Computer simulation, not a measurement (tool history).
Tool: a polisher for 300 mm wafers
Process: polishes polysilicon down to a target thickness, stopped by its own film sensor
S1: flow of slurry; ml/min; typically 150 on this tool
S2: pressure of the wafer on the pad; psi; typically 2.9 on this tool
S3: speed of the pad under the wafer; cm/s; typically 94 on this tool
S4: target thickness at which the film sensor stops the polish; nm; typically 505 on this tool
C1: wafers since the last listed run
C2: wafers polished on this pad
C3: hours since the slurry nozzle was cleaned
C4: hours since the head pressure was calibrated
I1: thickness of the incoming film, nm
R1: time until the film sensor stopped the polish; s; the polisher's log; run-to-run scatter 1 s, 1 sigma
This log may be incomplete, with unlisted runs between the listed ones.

run,hour,S1,S2,S3,S4,C1,C2,C3,C4,I1,R1
1,0.0,150,2.9,94,505,0,142,484.0,193.7,1040.2,60.0
2,13.4,150,2.9,94,505,119,261,497.4,207.1,1043.5,60.6
3,23.2,150,2.9,94,505,87,348,507.2,216.9,1020.3,60.0
4,39.0,150,2.9,94,505,140,489,523.0,232.7,1032.4,61.7
5,47.5,150,2.9,94,455,75,564,531.5,241.2,1042.5,69.6
6,55.8,150,2.9,94,455,73,638,539.8,249.5,1041.7,69.6
7,67.2,150,2.5,94,505,101,739,551.2,260.9,1043.1,73.9
8,73.4,150,2.9,94,505,55,795,557.4,267.1,1031.8,65.6
# hour 79.6: worn pad replaced by a new one
9,85.7,120,2.9,94,505,73,53,569.7,279.4,1018.7,57.9
10,101.7,120,2.9,94,505,142,196,585.7,295.4,1035.4,60.2
11,113.2,150,2.9,94,366,102,298,597.2,306.9,1022.5,72.6
12,128.9,150,2.9,94,505,139,437,612.9,322.6,1036.6,61.7
# hour 138.4: head pressure recalibrated
13,138.9,150,2.9,94,505,71,508,622.9,0.5,1038.4,61.9
14,145.8,150,3.2,94,505,61,570,629.8,7.4,1032.3,56.9
15,161.4,150,3.2,94,505,138,708,645.4,23.0,1034.8,56.3
# hour 171.0: slurry nozzle cleaned
16,177.7,150,3.2,94,505,135,844,6.7,39.3,1007.0,55.8
# hour 187.8: worn pad replaced by a new one
17,188.3,180,2.5,74,336,58,4,17.3,49.9,1037.0,99.8
18,196.2,150,2.9,94,505,70,74,25.2,57.8,1035.3,57.7
19,209.7,150,2.9,74,505,119,194,38.7,71.3,1038.2,68.7
20,219.8,175,2.9,82,505,89,284,48.8,81.4,1031.9,64.3
21,226.8,110,3.6,66,650,62,346,55.8,88.4,1026.0,44.4
22,239.7,150,2.9,94,505,114,461,68.7,101.3,1031.9,59.2
23,247.9,125,2.3,110,422,72,533,76.9,109.5,1022.8,78.8
24,256.1,180,2.3,94,505,72,606,85.1,117.7,1025.2,72.9
25,266.7,190,2.9,94,351,94,701,95.7,128.3,1030.2,81.0
26,284.6,195,2.0,116,343,159,860,113.6,146.2,1018.9,97.1
# hour 311.1: worn pad replaced by a new one, of another model than before
27,314.7,150,2.9,94,505,231,32,143.7,176.3,1023.9,56.8
28,325.9,130,2.9,78,585,99,131,154.9,187.5,1011.3,57.3
29,341.8,200,2.9,94,505,141,273,170.8,203.4,1037.7,58.3
30,355.9,125,3.9,94,505,125,398,184.9,217.5,1013.0,50.9
31,369.0,150,3.4,94,505,116,514,198.0,230.6,1021.8,55.5
32,402.8,120,3.7,104,505,300,815,231.8,264.4,1031.2,53.0
# hour 416.8: worn pad replaced by a new one
33,417.3,150,2.9,94,505,93,4,246.3,278.9,1018.8,54.4
34,457.5,115,2.6,94,338,357,361,286.5,319.1,1025.4,85.9
35,467.7,130,2.9,110,505,90,452,296.7,329.3,1023.1,54.2
36,480.9,150,2.4,94,336,117,569,309.9,342.5,1026.9,91.0
# hour 493.0: head pressure recalibrated
37,495.3,150,2.1,94,505,110,679,324.3,2.3,1030.8,73.6

Forecast each of these 4 alternatives for the next run:
A,495.7,115,2.9,94,505,3,683,324.7,2.7,1020.5,?
B,495.7,150,2.2,94,574,3,683,324.7,2.7,1020.5,?
C,495.7,120,3.4,78,620,3,683,324.7,2.7,1020.5,?
D,495.7,150,2.9,94,634,3,683,324.7,2.7,1020.5,?

run,R1
A,63.3
B,61.4
C,51.8
D,45.4
Take away the tool's hidden state, keep each run's random variation, and the runs would have read:
run,R1
A,57.7
B,56.1
C,47.3
D,41.5
